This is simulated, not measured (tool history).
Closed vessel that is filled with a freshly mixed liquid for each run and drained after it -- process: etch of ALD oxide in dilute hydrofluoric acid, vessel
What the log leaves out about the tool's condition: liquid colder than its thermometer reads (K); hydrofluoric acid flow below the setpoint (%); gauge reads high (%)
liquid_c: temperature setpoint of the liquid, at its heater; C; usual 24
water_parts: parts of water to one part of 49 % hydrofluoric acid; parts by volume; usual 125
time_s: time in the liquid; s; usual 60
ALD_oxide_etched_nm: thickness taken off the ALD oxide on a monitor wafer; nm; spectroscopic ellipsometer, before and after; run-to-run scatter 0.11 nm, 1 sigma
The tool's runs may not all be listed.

| run | day | liquid_c | water_parts | time_s | wafers since the last listed run | hours since the thermometer was replaced | hours since the hydrofluoric acid flow meter was replaced | hours since the gauge calibration | read-back film thickness of the ALD oxide reference wafer, read on the same gauge (nm) | ALD_oxide_etched_nm |
|---|---|---|---|---|---|---|---|---|---|---|
| 1 | 0 | 24 | 125 | 60 | 0 | 1837.2 | 1689.7 | 3152.5 | 140.01 | 13.59 |
| 2 | 2.046 | 24 | 125 | 60 | 6087 | 1886.3 | 1738.8 | 3201.6 | 140 | 13.83 |
|  | 13.721 | gauge calibrated |
| 3 | 14.171 | 24 | 125 | 60 | 36079 | 2177.3 | 2029.8 | 10.8 | 139.97 | 13.5 |
| 4 | 17.704 | 24 | 125 | 60 | 10513 | 2262.1 | 2114.6 | 95.6 | 140.01 | 13.7 |
|  | 18.492 | thermometer replaced |
| 5 | 21.867 | 24 | 125 | 60 | 12262 | 81 | 2214.5 | 195.5 | 140.01 | 13.27 |
| 6 | 25.021 | 24 | 95 | 60 | 9385 | 156.7 | 2290.2 | 271.2 | 139.97 | 18.39 |
| 7 | 27.938 | 24 | 95 | 35 | 8678 | 226.7 | 2360.2 | 341.2 | 139.98 | 10.79 |
| 8 | 30.15 | 24 | 95 | 35 | 6583 | 279.8 | 2413.3 | 394.3 | 139.97 | 10.72 |
| 9 | 32.425 | 24 | 125 | 60 | 6769 | 334.4 | 2467.9 | 448.9 | 140 | 13.41 |
| 10 | 34.883 | 24 | 125 | 60 | 7315 | 393.4 | 2526.9 | 507.9 | 139.98 | 13.17 |
|  | 34.996 | hydrofluoric acid flow meter replaced |
| 11 | 38.4 | 25.5 | 70 | 60 | 10340 | 477.8 | 81.7 | 592.3 | 140.01 | 28.91 |
| 12 | 40.838 | 22 | 165 | 60 | 7253 | 536.3 | 140.2 | 650.8 | 139.98 | 9.54 |
| 13 | 44 | 26 | 85 | 60 | 9410 | 612.2 | 216.1 | 726.7 | 139.99 | 23.54 |
| 14 | 46.971 | 29 | 185 | 60 | 8840 | 683.5 | 287.4 | 798 | 139.97 | 10.65 |
| 15 | 49.908 | 19.5 | 125 | 60 | 8740 | 754 | 357.9 | 868.5 | 140.01 | 11.96 |
| 16 | 53.7 | 24 | 85 | 60 | 11282 | 845 | 448.9 | 959.5 | 139.99 | 21.81 |
| 17 | 61.758 | 24 | 125 | 60 | 23978 | 1038.4 | 642.3 | 1152.9 | 139.99 | 14.07 |
| 18 | 64.504 | 24 | 125 | 60 | 8170 | 1104.3 | 708.2 | 1218.8 | 140.01 | 13.85 |
| 19 | 68.842 | 26 | 125 | 95 | 12906 | 1208.4 | 812.3 | 1322.9 | 139.99 | 23.88 |
| 20 | 72.883 | 24 | 125 | 60 | 12026 | 1305.4 | 909.3 | 1419.9 | 139.98 | 13.96 |
| 21 | 76.192 | 27.5 | 155 | 60 | 9844 | 1384.8 | 988.7 | 1499.3 | 140.01 | 12.21 |
| 22 | 79.358 | 21.5 | 95 | 35 | 9422 | 1460.8 | 1064.7 | 1575.3 | 139.98 | 9.94 |
| 23 | 81.512 | 24 | 125 | 60 | 6410 | 1512.5 | 1116.4 | 1627 | 140.01 | 13.79 |
| 24 | 91.379 | 22 | 100 | 35 | 29359 | 1749.3 | 1353.2 | 1863.8 | 140.03 | 9.5 |
| 25 | 95.592 | 20 | 125 | 95 | 12534 | 1850.4 | 1454.3 | 1964.9 | 140.03 | 18.75 |
| 26 | 98.133 | 24 | 125 | 60 | 7563 | 1911.4 | 1515.3 | 2025.9 | 139.99 | 13.64 |
| 27 | 101.546 | 24 | 125 | 60 | 10154 | 1993.3 | 1597.2 | 2107.8 | 139.98 | 13.54 |
| 28 | 105.529 | 24 | 145 | 60 | 11852 | 2088.9 | 1692.8 | 2203.4 | 140.02 | 11.53 |
| 29 | 107.146 | 24 | 125 | 60 | 4810 | 2127.7 | 1731.6 | 2242.2 | 140 | 13.66 |
| 30 | 110.317 | 24 | 100 | 85 | 9435 | 2203.8 | 1807.7 | 2318.3 | 140.01 | 24.98 |
| 31 | 112.396 | 25.5 | 125 | 40 | 6186 | 2253.7 | 1857.6 | 2368.2 | 139.98 | 9.73 |
| 32 | 115.35 | 26 | 95 | 45 | 8790 | 2324.6 | 1928.5 | 2439.1 | 139.98 | 14.96 |
|  | 115.5 | hydrofluoric acid flow meter replaced |
| 33 | 119.258 | 27 | 125 | 30 | 11505 | 2418.4 | 90.2 | 2532.9 | 139.99 | 7.88 |

Each row is a separate what-if for the run after 33, all from the same tool condition, not one after another. Results?
| A | 119.288 | 24 | 125 | 75 | 86 | 2419.1 | 90.9 | 2533.6 | ? | ? |
| B | 119.288 | 24 | 125 | 35 | 86 | 2419.1 | 90.9 | 2533.6 | ? | ? |
| C | 119.288 | 28.5 | 80 | 60 | 86 | 2419.1 | 90.9 | 2533.6 | ? | ? |
| D | 119.288 | 22.5 | 125 | 60 | 86 | 2419.1 | 90.9 | 2533.6 | ? | ? |
| E | 119.288 | 24 | 160 | 60 | 86 | 2419.1 | 90.9 | 2533.6 | ? | ? |

| run | read-back film thickness of the ALD oxide reference wafer, read on the same gauge (nm) | ALD_oxide_etched_nm |
|---|---|---|
| A | 140.03 | 17.89 |
| B | 140.03 | 8.35 |
| C | 140.03 | 28.23 |
| D | 140.03 | 13.5 |
| E | 140.03 | 10.74 |
Stripped of hidden state, with their random variation kept, the same runs would have yielded:
| run | ALD_oxide_etched_nm |
|---|---|
| A | 18.03 |
| B | 8.41 |
| C | 28.43 |
| D | 13.6 |
| E | 10.82 |
